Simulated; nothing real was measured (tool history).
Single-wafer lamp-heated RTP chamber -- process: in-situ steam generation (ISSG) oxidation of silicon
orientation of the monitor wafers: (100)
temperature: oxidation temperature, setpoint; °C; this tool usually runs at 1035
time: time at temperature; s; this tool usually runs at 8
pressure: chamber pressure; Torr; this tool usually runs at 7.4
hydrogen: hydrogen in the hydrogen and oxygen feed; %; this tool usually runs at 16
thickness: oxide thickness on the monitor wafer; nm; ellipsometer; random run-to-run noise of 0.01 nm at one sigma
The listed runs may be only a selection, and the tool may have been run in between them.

| run | day | temperature | time | pressure | hydrogen | read-back reference wafer on the same gauge, thickness | thickness |
|---|---|---|---|---|---|---|---|
| 1 | 0 | 1035 | 8 | 7.4 | 16 | 3.418 | 3.945 |
|  | 1.658 | pyrometer window cleaned and pyrometer calibrated |
| 2 | 1.679 | 1035 | 8 | 7.4 | 16 | 3.417 | 3.896 |
|  | 3.662 | gauge calibrated |
| 3 | 4.892 | 1035 | 8 | 7.4 | 16 | 3.418 | 3.897 |
|  | 5.458 | hydrogen flow controller replaced |
| 4 | 9.3 | 1035 | 8 | 7.4 | 16 | 3.42 | 3.89 |
| 5 | 13.342 | 1035 | 8 | 7.4 | 16 | 3.421 | 3.899 |
| 6 | 15.083 | 1020 | 8 | 7.4 | 16 | 3.423 | 3.696 |
| 7 | 17.471 | 1020 | 8 | 7.4 | 16 | 3.422 | 3.712 |
| 8 | 19.65 | 1035 | 9 | 7.4 | 16 | 3.419 | 4.118 |
| 9 | 23.954 | 1035 | 9 | 7.4 | 16 | 3.42 | 4.145 |
| 10 | 26.904 | 1035 | 7 | 8 | 16 | 3.421 | 3.704 |
| 11 | 30.346 | 1044 | 8 | 6.9 | 21 | 3.422 | 4.38 |
|  | 32.892 | pyrometer window cleaned and pyrometer calibrated |
| 12 | 32.912 | 1023 | 8 | 7.4 | 16 | 3.423 | 3.737 |
| 13 | 34.25 | 1035 | 8 | 7.4 | 16 | 3.422 | 3.898 |
|  | 36.192 | pressure gauge zeroed |
| 14 | 37.871 | 1044 | 10 | 7.4 | 16 | 3.418 | 4.508 |
| 15 | 39.788 | 1035 | 10 | 7.4 | 16 | 3.426 | 4.34 |
| 16 | 41.388 | 1035 | 8 | 7.4 | 16 | 3.42 | 3.91 |
| 17 | 44.488 | 1020 | 8 | 7.4 | 16 | 3.417 | 3.702 |
| 18 | 47.683 | 1035 | 8 | 7.4 | 20 | 3.419 | 4.151 |
| 19 | 50.083 | 1046 | 9 | 7.4 | 16 | 3.42 | 4.333 |
| 20 | 52.296 | 1043 | 6 | 7.4 | 22 | 3.418 | 3.852 |
| 21 | 56.154 | 1035 | 8 | 7.4 | 16 | 3.417 | 3.902 |
| 22 | 59.75 | 1035 | 8 | 7.4 | 16 | 3.421 | 3.928 |
| 23 | 62.721 | 1029 | 8 | 7.4 | 16 | 3.421 | 3.849 |
| 24 | 65.475 | 1020 | 8 | 7.4 | 16 | 3.42 | 3.721 |
| 25 | 67.004 | 1035 | 8 | 8.7 | 16 | 3.419 | 3.951 |
|  | 67.371 | pyrometer window cleaned and pyrometer calibrated |
| 26 | 68.758 | 1029 | 8 | 8.9 | 16 | 3.42 | 3.802 |
| 27 | 72.638 | 1035 | 8 | 7.4 | 25 | 3.421 | 4.41 |
| 28 | 75.417 | 1035 | 8 | 7.8 | 16 | 3.42 | 3.897 |
|  | 78.1 | gauge calibrated |
| 29 | 79.446 | 1035 | 9 | 7.4 | 16 | 3.421 | 4.114 |
| 30 | 82.062 | 1047 | 11 | 8.9 | 16 | 3.423 | 4.793 |

Branching from run 30: 5 alternative next runs. What would each branch give?
| A | 82.083 | 1048 | 8 | 7.4 | 16 | ? | ? |
| B | 82.083 | 1043 | 8 | 7.4 | 16 | ? | ? |
| C | 82.083 | 1035 | 6 | 7.9 | 16 | ? | ? |
| D | 82.083 | 1017 | 8 | 7.4 | 13 | ? | ? |
| E | 82.083 | 1035 | 6 | 7.4 | 16 | ? | ? |

| run | read-back reference wafer on the same gauge, thickness | thickness |
|---|---|---|
| A | 3.418 | 4.11 |
| B | 3.418 | 4.026 |
| C | 3.418 | 3.425 |
| D | 3.418 | 3.469 |
| E | 3.418 | 3.417 |
Stripped of hidden state, with their random variation kept, the same runs would have yielded:
| run | thickness |
|---|---|
| A | 4.098 |
| B | 4.014 |
| C | 3.417 |
| D | 3.46 |
| E | 3.408 |
